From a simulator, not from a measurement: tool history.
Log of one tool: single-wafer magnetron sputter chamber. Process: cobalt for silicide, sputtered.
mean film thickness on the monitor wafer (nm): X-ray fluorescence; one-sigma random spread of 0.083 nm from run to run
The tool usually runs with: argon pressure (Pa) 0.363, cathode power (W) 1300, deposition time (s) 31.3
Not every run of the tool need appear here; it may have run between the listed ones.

run,hour,argon pressure (Pa),cathode power (W),deposition time (s),wafers since the last listed run,wafers on the sputter target,hours since the last manometer calibration,hours since the magnet pack was replaced,hours since the gauge calibration,"read-back reference wafer on the same gauge, thickness_nm",mean film thickness on the monitor wafer (nm)
1,0.0,0.363,1300,31.3,0,6713,1429.4,6154.4,172.4,18.697,20.325
# hour 17.4: capacitance manometer re-zeroed and calibrated
# hour 63.3: sputter target and shields replaced
2,64.1,0.277,1200,31.3,1073,18,46.7,6218.5,236.5,18.683,19.647
3,164.0,0.277,1200,31.3,2229,2247,146.6,6318.4,336.4,18.714,19.479
4,263.7,0.363,1500,31.3,2224,4471,246.3,6418.1,436.1,18.727,23.381
5,360.8,0.363,1400,31.3,2166,6638,343.4,6515.2,533.2,18.687,21.881
6,412.4,0.363,1400,31.3,1151,7789,395.0,6566.8,584.8,18.681,21.562
# hour 423.8: sputter target and shields replaced
7,475.9,0.363,1400,31.3,1238,1161,458.5,6630.3,648.3,18.684,20.845
8,531.3,0.325,1300,31.3,1236,2398,513.9,6685.7,703.7,18.691,19.365
9,628.8,0.363,1300,29.0,2175,4573,611.4,6783.2,801.2,18.700,17.741
10,713.1,0.363,1300,31.3,1881,6454,695.7,6867.5,885.5,18.678,18.842
11,793.5,0.363,1300,31.3,1794,8248,776.1,6947.9,965.9,18.702,18.650
# hour 825.0: sputter target and shields replaced, repeated, since the last time left the tool worse
12,899.7,0.363,1300,31.3,2191,1666,882.3,7054.1,1072.1,18.706,20.740
13,986.6,0.363,1300,31.3,1939,3605,969.2,7141.0,1159.0,18.702,20.501
14,1027.8,0.363,1300,31.3,919,4525,1010.4,7182.2,1200.2,18.715,20.604
15,1132.8,0.363,1300,31.3,2342,6868,1115.4,7287.2,1305.2,18.714,20.233
# hour 1172.8: magnet pack replaced
# hour 1186.7: sputter target and shields replaced
# hour 1195.3: gauge calibrated
16,1203.8,0.422,1200,29.4,1227,380,1186.4,31.0,8.5,18.684,17.845
17,1274.9,0.324,1300,31.3,1586,1967,1257.5,102.1,79.6,18.701,20.921
18,1334.3,0.453,1000,25.8,1325,3292,1316.9,161.5,139.0,18.710,12.941
19,1377.8,0.363,1550,25.6,970,4263,1360.4,205.0,182.5,18.719,19.795
20,1420.1,0.363,1050,36.6,943,5207,1402.7,247.3,224.8,18.686,19.328
21,1476.0,0.363,1300,31.3,1247,6454,1458.6,303.2,280.7,18.730,20.317
# hour 1486.3: capacitance manometer re-zeroed and calibrated
22,1548.0,0.288,1600,31.3,1428,7882,61.7,375.2,352.7,18.719,24.836
# hour 1595.5: sputter target and shields replaced
23,1608.0,0.436,1000,36.2,1160,277,121.7,435.2,412.7,18.690,18.579
24,1688.5,0.282,1300,26.9,1796,2074,202.2,515.7,493.2,18.689,18.152
25,1782.1,0.277,1200,31.3,2088,4162,295.8,609.3,586.8,18.680,19.315
26,1880.5,0.269,1300,31.3,2195,6358,394.2,707.7,685.2,18.669,20.589
27,1927.6,0.436,1300,31.3,1050,7409,441.3,754.8,732.3,18.711,20.052
28,1975.2,0.308,1150,26.4,1062,8471,488.9,802.4,779.9,18.686,15.318
# hour 1996.2: sputter target and shields replaced
29,2041.1,0.431,1300,28.6,1291,1001,554.8,868.3,845.8,18.700,18.787

Below, some changes in mean film thickness on the monitor wafer (nm) between adjacent runs. For each, the amount present without the hidden state too (settings, incoming material, random variation) and the amount remaining for the hidden state with gauge scatter not shared by both compared results:
What the log doesn't record here: deposition rate above that of a new target (%); true argon pressure above the setpoint (%); gauge reads high (%).
Run 11 -> 12: sputter target and shields replaced, repeated, since the last time left the tool worse. mean film thickness on the monitor wafer (nm) +2.090: hidden state +2.029, all else +0.061.
Run 17 -> 18: argon pressure (Pa) 0.324 -> 0.453, cathode power (W) 1300 -> 1000, deposition time (s) 31.3 -> 25.8. mean film thickness on the monitor wafer (nm) -7.980: hidden state +0.056, all else -8.036.
Run 18 -> 19: argon pressure (Pa) 0.453 -> 0.363, cathode power (W) 1000 -> 1550, deposition time (s) 25.8 -> 25.6. mean film thickness on the monitor wafer (nm) +6.854: hidden state -0.257, all else +7.111.
Run 22 -> 23: argon pressure (Pa) 0.288 -> 0.436, cathode power (W) 1600 -> 1000, deposition time (s) 31.3 -> 36.2, sputter target and shields replaced. mean film thickness on the monitor wafer (nm) -6.257: hidden state +1.131, all else -7.388.
